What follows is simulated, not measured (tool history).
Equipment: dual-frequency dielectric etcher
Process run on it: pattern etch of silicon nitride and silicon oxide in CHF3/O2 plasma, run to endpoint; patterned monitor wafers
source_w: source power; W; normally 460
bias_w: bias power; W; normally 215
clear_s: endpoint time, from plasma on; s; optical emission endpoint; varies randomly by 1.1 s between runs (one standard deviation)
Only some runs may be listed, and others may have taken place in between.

run	hour	source_w	bias_w	incoming incoming film thickness, nm	clear_s
1	0	460	215	224	166.6
2	9.5	460	215	225.1	164.4
3	26.2	460	215	224.3	165.2
4	39.7	460	215	220.1	161.3
5	50.6	460	215	222.7	163
6	66.5	530	227	223.8	158.3
7	81.7	530	227	222.9	155.9
8	96.7	460	215	225.4	167.8
9	113.7	460	256	223.1	158.9
10	122.3	460	256	223.8	161
# hour 147.3: upper electrode replaced
11	147.8	570	188	224.1	160.1
12	148.1	460	250	223.9	161.2
13	160.8	520	215	223.5	161.6
14	169.9	540	247	223.6	152.3
15	179	460	215	223.7	169.5
# hour 186.6: bias power generator calibrated
16	188.4	520	249	226.2	157.4
17	196	520	195	223.6	165.9
18	210	400	215	224.9	180.8
# hour 240.7: wet clean of the chamber
19	241.2	390	257	222.7	160.1
20	241.6	550	215	223.5	149.3
21	254.8	460	215	222.1	158
22	268.6	340	177	224.7	187.1
# hour 278.9: source power generator calibrated
23	282.7	530	261	224.8	143.7
24	291.8	460	215	223.8	162
25	325.6	460	240	224	156.3
26	337.9	460	215	226.1	162.2
27	352.7	560	267	223.5	141.5
28	360.3	460	215	222	160.8
29	377.2	390	184	223.4	178.5
30	384.5	460	215	224.4	162.1
31	390.9	570	194	222.6	152.2
32	399.7	430	239	223	162.2
33	415.7	360	239	224.1	173.2
34	425	410	245	223.9	163.8

How would selected steps in clear_s from run to run divide? Give the signed amount a tool lacking its hidden state would still show from settings, what came in and random variation, and the signed amount left for the hidden state, including any gauge scatter that is not in both of the compared results.
Hidden state present: etch rate over this chamber's usual, %; source power that arrives over what is set, %; bias power that arrives over what is set, %.
Run 14 -> 15: source_w 540 -> 460, bias_w 247 -> 215. clear_s +17.2 s: hidden state +1, all else +16.2.
Run 17 -> 18: source_w 520 -> 400, bias_w 195 -> 215. clear_s +14.9 s: hidden state +1.2, all else +13.7.
Run 18 -> 19: source_w 400 -> 390, bias_w 215 -> 257, wet clean of the chamber. clear_s -20.7 s: hidden state -12, all else -8.7.
Run 21 -> 22: source_w 460 -> 340, bias_w 215 -> 177. clear_s +29.1 s: hidden state +0.1, all else +29.
Run 22 -> 23: source_w 340 -> 530, bias_w 177 -> 261, source power generator calibrated. clear_s -43.4 s: hidden state +0.6, all else -44.
